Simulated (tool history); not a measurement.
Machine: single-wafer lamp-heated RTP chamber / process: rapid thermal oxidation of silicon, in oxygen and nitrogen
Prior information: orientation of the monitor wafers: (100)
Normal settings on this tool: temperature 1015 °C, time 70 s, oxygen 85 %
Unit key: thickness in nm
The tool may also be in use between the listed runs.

run    hour  temperature  time  oxygen  wafers since the last listed run  wafers since the last pyrometer calibration  hours since the oxygen flow controller was replaced  hours since the gauge calibration  read-back reference wafer on the same gauge, thickness  thickness
  1       0         1015    70      85                                 0                                         2121                                               1173.7                              381.9                                                    6.88      7.177
       49.5  -- pyrometer window cleaned and pyrometer calibrated
  2    66.4         1015    70      85                               539                                          156                                               1240.1                              448.3                                                   6.878      7.126
  3   134.5         1015    70      64                               629                                          785                                               1308.2                              516.4                                                   6.879      6.468
  4   178.6         1015    70      85                               407                                         1192                                               1352.3                              560.5                                                    6.88      7.166
  5   242.2         1015    70      85                               587                                         1780                                               1415.9                              624.1                                                   6.879      7.174
  6   280.5         1015    52      85                               353                                         2134                                               1454.2                              662.4                                                   6.879      6.289
      290.9  -- pyrometer window cleaned and pyrometer calibrated
  7   327.2         1015    52      85                               357                                          335                                               1500.9                              709.1                                                   6.878      6.274
  8   386.6         1015    70      85                               548                                          883                                               1560.3                              768.5                                                    6.88      7.146
  9   453.8         1015    70      85                               620                                         1504                                               1627.5                              835.7                                                    6.88      7.148
      522.9  -- pyrometer window cleaned and pyrometer calibrated
 10   523.4         1015    70      85                               569                                            4                                               1697.1                              905.3                                                   6.882       7.15
 11   565.9         1015    70      85                               392                                          396                                               1739.6                              947.8                                                    6.88       7.14
 12   592.4         1015    70      85                               244                                          641                                               1766.1                              974.3                                                   6.882      7.161
 13   641.8         1015    70      96                               456                                         1098                                               1815.5                             1023.7                                                    6.88      7.467
 14   698.2         1007    70      71                               521                                         1619                                               1871.9                             1080.1                                                   6.881      6.346
 15   748.1         1015    98      60                               461                                         2080                                               1921.8                               1130                                                    6.88      7.358
      794.2  -- pyrometer window cleaned and pyrometer calibrated
 16   794.7         1034    91      98                               356                                            4                                               1968.4                             1176.6                                                   6.878      9.662
 17   844.4         1015    70      98                               459                                          464                                               2018.1                             1226.3                                                   6.881        7.5
      859.8  -- gauge calibrated
 18   892.9         1033    70      85                               448                                          912                                               2066.6                               33.1                                                   6.883       8.13
 19   954.9         1035    70      96                               572                                         1485                                               2128.6                               95.1                                                   6.881      8.624
 20  1013.3          990    70      57                               539                                         2024                                                 2187                              153.5                                                   6.878      5.206
     1063.5  -- oxygen flow controller replaced
     1065.4  -- pyrometer window cleaned and pyrometer calibrated
 21  1071.2         1015    70      85                               443                                           53                                                  7.7                              211.4                                                   6.879       7.13
 22  1138.7         1015    70      85                               623                                          677                                                 75.2                              278.9                                                    6.88      7.146
 23  1198.9         1015    70      85                               556                                         1233                                                135.4                              339.1                                                    6.88      7.149
 24  1250.6         1043    70      85                               477                                         1710                                                187.1                              390.8                                                   6.882      8.733
 25  1294.1          988    85      98                               401                                         2112                                                230.6                              434.3                                                    6.88      6.751
     1316.2  -- pyrometer window cleaned and pyrometer calibrated
 26  1331.7         1015    70      85                               273                                          143                                                268.2                              471.9                                                   6.879      7.137

Each row is a separate what-if for the run after 26, all from the same tool condition, not one after another. Results?
  A  1332.1         1015    70      85                                 3                                          147                                                268.6                              472.3                                                       ?          ?
  B  1332.1         1004    97      98                                 3                                          147                                                268.6                              472.3                                                       ?          ?
  C  1332.1         1015    55      56                                 3                                          147                                                268.6                              472.3                                                       ?          ?
  D  1332.1         1015    59      85                                 3                                          147                                                268.6                              472.3                                                       ?          ?

run  read-back reference wafer on the same gauge, thickness  thickness
  A                                                    6.88      7.148
  B                                                    6.88      8.034
  C                                                    6.88      5.564
  D                                                    6.88      6.628
The same runs, with their run-to-run variation unchanged, on a tool lacking any hidden condition would have given:
run  thickness
  A      7.148
  B      8.033
  C      5.564
  D      6.627
